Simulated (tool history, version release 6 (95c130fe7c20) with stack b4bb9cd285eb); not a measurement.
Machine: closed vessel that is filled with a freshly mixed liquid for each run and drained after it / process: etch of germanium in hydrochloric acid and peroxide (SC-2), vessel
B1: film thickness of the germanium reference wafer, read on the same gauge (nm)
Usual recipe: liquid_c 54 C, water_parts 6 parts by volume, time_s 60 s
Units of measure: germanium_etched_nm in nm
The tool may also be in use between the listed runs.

Run 1, day 0: usual settings but liquid_c 47.5 C; B1 144.73. Result: germanium_etched_nm 102.71 nm.
Run 2, day 2.088: usual settings but liquid_c 47.5 C; B1 144.76. Result: germanium_etched_nm 101.82 nm.
Run 3, day 4.004: usual settings but liquid_c 47.5 C; B1 144.84. Result: germanium_etched_nm 101.63 nm.
Run 4, day 5.812: usual settings but water_parts 8 parts by volume; B1 144.89. Result: germanium_etched_nm 123.92 nm.
Run 5, day 7.396: usual settings but water_parts 8 parts by volume; B1 144.99. Result: germanium_etched_nm 123.4 nm.
Run 6, day 11.704: usual settings but water_parts 8 parts by volume; B1 145.05. Result: germanium_etched_nm 124.09 nm.
Run 7, day 15.254: usual settings but time_s 75 s; B1 145.1. Result: germanium_etched_nm 157.1 nm.
Run 8, day 16.758: usual settings but time_s 75 s; B1 145.16. Result: germanium_etched_nm 156.19 nm.
At day 17.033: new drum of peroxide connected.
Run 9, day 20.817: usual settings but time_s 75 s; B1 145.23. Result: germanium_etched_nm 156.73 nm.
Run 10, day 22.808: usual settings but water_parts 7.5 parts by volume; B1 145.24. Result: germanium_etched_nm 124.63 nm.
At day 23.75: chemicals flow meter replaced.
At day 25.396: gauge calibrated.
Run 11, day 26.025: usual settings but water_parts 7.5 parts by volume; B1 139.96. Result: germanium_etched_nm 118.55 nm.
Run 12, day 28.938: usual settings but water_parts 7.5 parts by volume; B1 140.57. Result: germanium_etched_nm 121.87 nm.
Run 13, day 31.8: usual settings but liquid_c 49.5 C, water_parts 4 parts by volume, time_s 75 s; B1 141.16. Result: germanium_etched_nm 133.84 nm.
At day 32.312: thermometer replaced.
Run 14, day 35.279: usual settings but liquid_c 49.5 C, water_parts 4 parts by volume, time_s 35 s; B1 141.71. Result: germanium_etched_nm 62.47 nm.
Run 15, day 37.933: usual settings but liquid_c 60.5 C, water_parts 9 parts by volume, time_s 30 s; B1 142.16. Result: germanium_etched_nm 72.87 nm.
Run 16, day 39.567: usual settings; B1 142.36. Result: germanium_etched_nm 124.54 nm.
Run 17, day 41.662: usual settings but liquid_c 44 C, water_parts 7 parts by volume, time_s 50 s; B1 142.65. Result: germanium_etched_nm 74.11 nm.
At day 43.433: new drum of peroxide connected.
Run 18, day 44.825: usual settings but liquid_c 45 C, time_s 80 s; B1 142.97. Result: germanium_etched_nm 123.34 nm.
Run 19, day 46.708: usual settings but liquid_c 49.5 C, water_parts 7.5 parts by volume, time_s 50 s; B1 143.22. Result: germanium_etched_nm 88.53 nm.
Run 20, day 50.975: usual settings but water_parts 8 parts by volume; B1 143.63. Result: germanium_etched_nm 122.06 nm.
Run 21, day 53.379: usual settings but time_s 45 s; B1 143.78. Result: germanium_etched_nm 93.52 nm.
Run 22, day 56.438: usual settings but water_parts 4 parts by volume, time_s 40 s; B1 143.98. Result: germanium_etched_nm 83.88 nm.
Run 23, day 60.883: usual settings but water_parts 8 parts by volume; B1 144.32. Result: germanium_etched_nm 123.21 nm.
Run 24, day 63: usual settings but liquid_c 47 C, time_s 75 s; B1 144.4. Result: germanium_etched_nm 125 nm.
Run 25, day 64.721: usual settings but liquid_c 48 C; B1 144.5. Result: germanium_etched_nm 103.75 nm.

Forecast each of these 5 alternatives for the next run:
Run A, day 64.75: usual settings; B1 ?. Result: germanium_etched_nm ?.
Run B, day 64.75: usual settings but time_s 80 s; B1 ?. Result: germanium_etched_nm ?.
Run C, day 64.75: usual settings but liquid_c 49 C, water_parts 4 parts by volume, time_s 95 s; B1 ?. Result: germanium_etched_nm ?.
Run D, day 64.75: usual settings but liquid_c 51 C, water_parts 7 parts by volume; B1 ?. Result: germanium_etched_nm ?.
Run E, day 64.75: usual settings but liquid_c 60 C, time_s 30 s; B1 ?. Result: germanium_etched_nm ?.

run      B1  germanium_etched_nm
  A  144.51               125.92
  B  144.51                167.9
  C  144.51               171.67
  D  144.51               113.73
  E  144.51                75.65
Without the tool's hidden state the same runs would have given:
run  germanium_etched_nm
  A               121.99
  B               162.66
  C               166.31
  D               110.18
  E                73.29

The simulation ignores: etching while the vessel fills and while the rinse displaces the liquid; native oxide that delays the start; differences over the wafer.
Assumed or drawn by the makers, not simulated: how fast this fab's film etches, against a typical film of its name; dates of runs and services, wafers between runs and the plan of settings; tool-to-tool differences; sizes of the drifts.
